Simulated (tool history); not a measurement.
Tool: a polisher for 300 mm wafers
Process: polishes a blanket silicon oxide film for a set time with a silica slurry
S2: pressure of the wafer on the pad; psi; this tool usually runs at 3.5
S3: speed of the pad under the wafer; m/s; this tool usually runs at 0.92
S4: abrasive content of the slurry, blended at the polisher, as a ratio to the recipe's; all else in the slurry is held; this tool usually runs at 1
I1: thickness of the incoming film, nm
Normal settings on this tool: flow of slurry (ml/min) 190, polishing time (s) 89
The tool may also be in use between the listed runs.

run 1 hour=0 | flow_of_slurry_(ml/min)=190 S2=3.5 S3=0.92 S4=1.2 polishing_time_(s)=89 | I1=1807.2 | film_removed_(Å)=2455
-- hour=32.2 slurry nozzle cleaned
-- hour=43.6 head pressure recalibrated
run 2 hour=48.6 | flow_of_slurry_(ml/min)=190 S2=3.5 S3=0.92 S4=1.2 polishing_time_(s)=89 | I1=1826.2 | film_removed_(Å)=2500
run 3 hour=104.8 | flow_of_slurry_(ml/min)=190 S2=3.5 S3=0.92 S4=1.2 polishing_time_(s)=89 | I1=1817.6 | film_removed_(Å)=2489
-- hour=124.8 slurry blender recalibrated
run 4 hour=147.1 | flow_of_slurry_(ml/min)=190 S2=3.5 S3=0.92 S4=1 polishing_time_(s)=89 | I1=1848 | film_removed_(Å)=2391
-- hour=171.4 conditioning disc replaced and pad reconditioned
run 5 hour=187.2 | flow_of_slurry_(ml/min)=190 S2=3.5 S3=0.92 S4=1 polishing_time_(s)=89 | I1=1845.9 | film_removed_(Å)=2360
run 6 hour=230.7 | flow_of_slurry_(ml/min)=190 S2=3.5 S3=0.92 S4=1 polishing_time_(s)=89 | I1=1819.7 | film_removed_(Å)=2348
run 7 hour=280.6 | flow_of_slurry_(ml/min)=190 S2=3.5 S3=0.92 S4=0.8 polishing_time_(s)=89 | I1=1806.2 | film_removed_(Å)=2107
run 8 hour=326.7 | flow_of_slurry_(ml/min)=190 S2=3.5 S3=0.92 S4=0.8 polishing_time_(s)=89 | I1=1823.5 | film_removed_(Å)=2097
-- hour=343.1 worn pad replaced by a new one
run 9 hour=380.3 | flow_of_slurry_(ml/min)=135 S2=3.5 S3=0.92 S4=1 polishing_time_(s)=89 | I1=1812.8 | film_removed_(Å)=2085
run 10 hour=444 | flow_of_slurry_(ml/min)=190 S2=4.7 S3=0.64 S4=1 polishing_time_(s)=89 | I1=1824.8 | film_removed_(Å)=2025
-- hour=464.2 slurry blender recalibrated
run 11 hour=502.7 | flow_of_slurry_(ml/min)=225 S2=3.5 S3=0.82 S4=0.7 polishing_time_(s)=67 | I1=1808.3 | film_removed_(Å)=1430
-- hour=526.2 conditioning disc replaced and pad reconditioned
run 12 hour=536.9 | flow_of_slurry_(ml/min)=190 S2=3.5 S3=1.08 S4=1 polishing_time_(s)=89 | I1=1779.6 | film_removed_(Å)=2628
run 13 hour=577.6 | flow_of_slurry_(ml/min)=210 S2=3.5 S3=0.92 S4=1.2 polishing_time_(s)=89 | I1=1821.5 | film_removed_(Å)=2503
run 14 hour=607.6 | flow_of_slurry_(ml/min)=190 S2=2.8 S3=0.92 S4=0.8 polishing_time_(s)=63 | I1=1836.7 | film_removed_(Å)=1273
-- hour=623 slurry nozzle cleaned
run 15 hour=638.3 | flow_of_slurry_(ml/min)=190 S2=3.5 S3=0.92 S4=1 polishing_time_(s)=89 | I1=1828.7 | film_removed_(Å)=2288
-- hour=661.4 worn pad replaced by a new one
run 16 hour=679.6 | flow_of_slurry_(ml/min)=190 S2=2.4 S3=1.18 S4=1 polishing_time_(s)=89 | I1=1858.6 | film_removed_(Å)=2158
-- hour=740.6 head pressure recalibrated
-- hour=766.7 slurry blender recalibrated
run 17 hour=809.8 | flow_of_slurry_(ml/min)=190 S2=3.5 S3=0.92 S4=1 polishing_time_(s)=89 | I1=1824.8 | film_removed_(Å)=2373
-- hour=849.1 conditioning disc replaced and pad reconditioned
run 18 hour=929.8 | flow_of_slurry_(ml/min)=190 S2=3.5 S3=0.92 S4=0.8 polishing_time_(s)=89 | I1=1824.6 | film_removed_(Å)=2079
-- hour=934.6 worn pad replaced by a new one
run 19 hour=980.2 | flow_of_slurry_(ml/min)=230 S2=3.5 S3=0.92 S4=0.75 polishing_time_(s)=106 | I1=1816.8 | film_removed_(Å)=2464
run 20 hour=1023.7 | flow_of_slurry_(ml/min)=190 S2=3.5 S3=0.62 S4=1 polishing_time_(s)=89 | I1=1814.6 | film_removed_(Å)=1626
run 21 hour=1062.2 | flow_of_slurry_(ml/min)=190 S2=3.5 S3=0.92 S4=1 polishing_time_(s)=89 | I1=1799.1 | film_removed_(Å)=2225
run 22 hour=1118.8 | flow_of_slurry_(ml/min)=190 S2=3.5 S3=0.92 S4=1.15 polishing_time_(s)=89 | I1=1849.9 | film_removed_(Å)=2308
-- hour=1122.1 slurry blender recalibrated
-- hour=1153.4 conditioning disc replaced and pad reconditioned
run 23 hour=1175 | flow_of_slurry_(ml/min)=190 S2=3.5 S3=0.92 S4=1 polishing_time_(s)=89 | I1=1823.2 | film_removed_(Å)=2348
-- hour=1194.2 slurry nozzle cleaned
-- hour=1217.8 worn pad replaced by a new one
run 24 hour=1249.9 | flow_of_slurry_(ml/min)=190 S2=3.5 S3=0.92 S4=1 polishing_time_(s)=64 | I1=1812.6 | film_removed_(Å)=1646

Each row is a separate what-if for the run after 24, all from the same tool condition, not one after another. Results?
run A hour=1250.4 | flow_of_slurry_(ml/min)=190 S2=2.7 S3=0.92 S4=1 polishing_time_(s)=89 | I1=1806.9 | film_removed_(Å)=?
run B hour=1250.4 | flow_of_slurry_(ml/min)=190 S2=3.5 S3=0.92 S4=1.1 polishing_time_(s)=89 | I1=1806.9 | film_removed_(Å)=?
run C hour=1250.4 | flow_of_slurry_(ml/min)=190 S2=3.8 S3=0.78 S4=1 polishing_time_(s)=89 | I1=1806.9 | film_removed_(Å)=?
run D hour=1250.4 | flow_of_slurry_(ml/min)=190 S2=3.5 S3=0.64 S4=1 polishing_time_(s)=105 | I1=1806.9 | film_removed_(Å)=?
run E hour=1250.4 | flow_of_slurry_(ml/min)=150 S2=2.5 S3=0.92 S4=1 polishing_time_(s)=89 | I1=1806.9 | film_removed_(Å)=?

run=A film_removed_(Å)=1930
run=B film_removed_(Å)=2384
run=C film_removed_(Å)=2131
run=D film_removed_(Å)=2025
run=E film_removed_(Å)=1764
Had the tool no hidden state, the same runs would have come out as:
run=A film_removed_(Å)=2073
run=B film_removed_(Å)=2556
run=C film_removed_(Å)=2289
run=D film_removed_(Å)=2175
run=E film_removed_(Å)=1895
